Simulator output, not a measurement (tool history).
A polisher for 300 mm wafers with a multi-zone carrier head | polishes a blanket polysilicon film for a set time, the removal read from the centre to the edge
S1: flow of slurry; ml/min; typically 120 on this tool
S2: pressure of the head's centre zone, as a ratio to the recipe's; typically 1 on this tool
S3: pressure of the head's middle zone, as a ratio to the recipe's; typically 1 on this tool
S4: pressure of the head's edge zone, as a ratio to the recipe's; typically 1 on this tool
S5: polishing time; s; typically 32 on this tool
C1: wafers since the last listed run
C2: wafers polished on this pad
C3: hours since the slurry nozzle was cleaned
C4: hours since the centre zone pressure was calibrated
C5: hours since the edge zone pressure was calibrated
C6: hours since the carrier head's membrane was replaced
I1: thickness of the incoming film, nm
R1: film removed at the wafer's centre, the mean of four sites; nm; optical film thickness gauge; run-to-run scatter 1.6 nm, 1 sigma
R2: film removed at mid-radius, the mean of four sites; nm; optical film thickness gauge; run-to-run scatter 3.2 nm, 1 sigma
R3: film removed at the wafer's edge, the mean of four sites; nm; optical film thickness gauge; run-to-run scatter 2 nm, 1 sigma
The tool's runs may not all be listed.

run	hour	S1	S2	S3	S4	S5	C1	C2	C3	C4	C5	C6	I1	R1	R2	R3
1	0	120	1	1	1	32	0	649	417.6	319	669.5	1464.9	2050.2	228.7	227.4	233.4
# hour 3.7: worn pad replaced by a new one
2	9.5	120	1	1	1	32	47	47	427.1	328.5	679	1474.4	2079.5	249.2	241.7	250
3	26.3	120	1	1	1	32	137	184	443.9	345.3	695.8	1491.2	2100.9	242.2	236.5	249
4	37.7	120	1	1	1	32	93	277	455.3	356.7	707.2	1502.6	2081.6	239.8	236.7	243.9
5	53.3	120	1	1	1	32	127	405	470.9	372.3	722.8	1518.2	2027	235.2	237	239.3
6	65	120	1	1	1	32	95	500	482.6	384	734.5	1529.9	2072	233.6	233.9	239.1
# hour 73.4: edge zone pressure recalibrated
# hour 79.9: worn pad replaced by a new one, of another model than before
7	81.9	120	1	1	1	32	89	16	499.5	400.9	8.5	1546.8	2080.2	244.9	240.1	250.6

Run 8 is up next; what results do you expect?
8	89.9	120	1	1	0.93	32	65	81	507.5	408.9	16.5	1554.8	2059.9	?	?	?

{"run 8": {"R1": 243.3, "R2": 239.6, "R3": 238.1}}
On a tool with no hidden condition, and with the same random variation, this run would have come out at R1 248.6 nm, R2 244.8 nm, R3 243.2 nm.
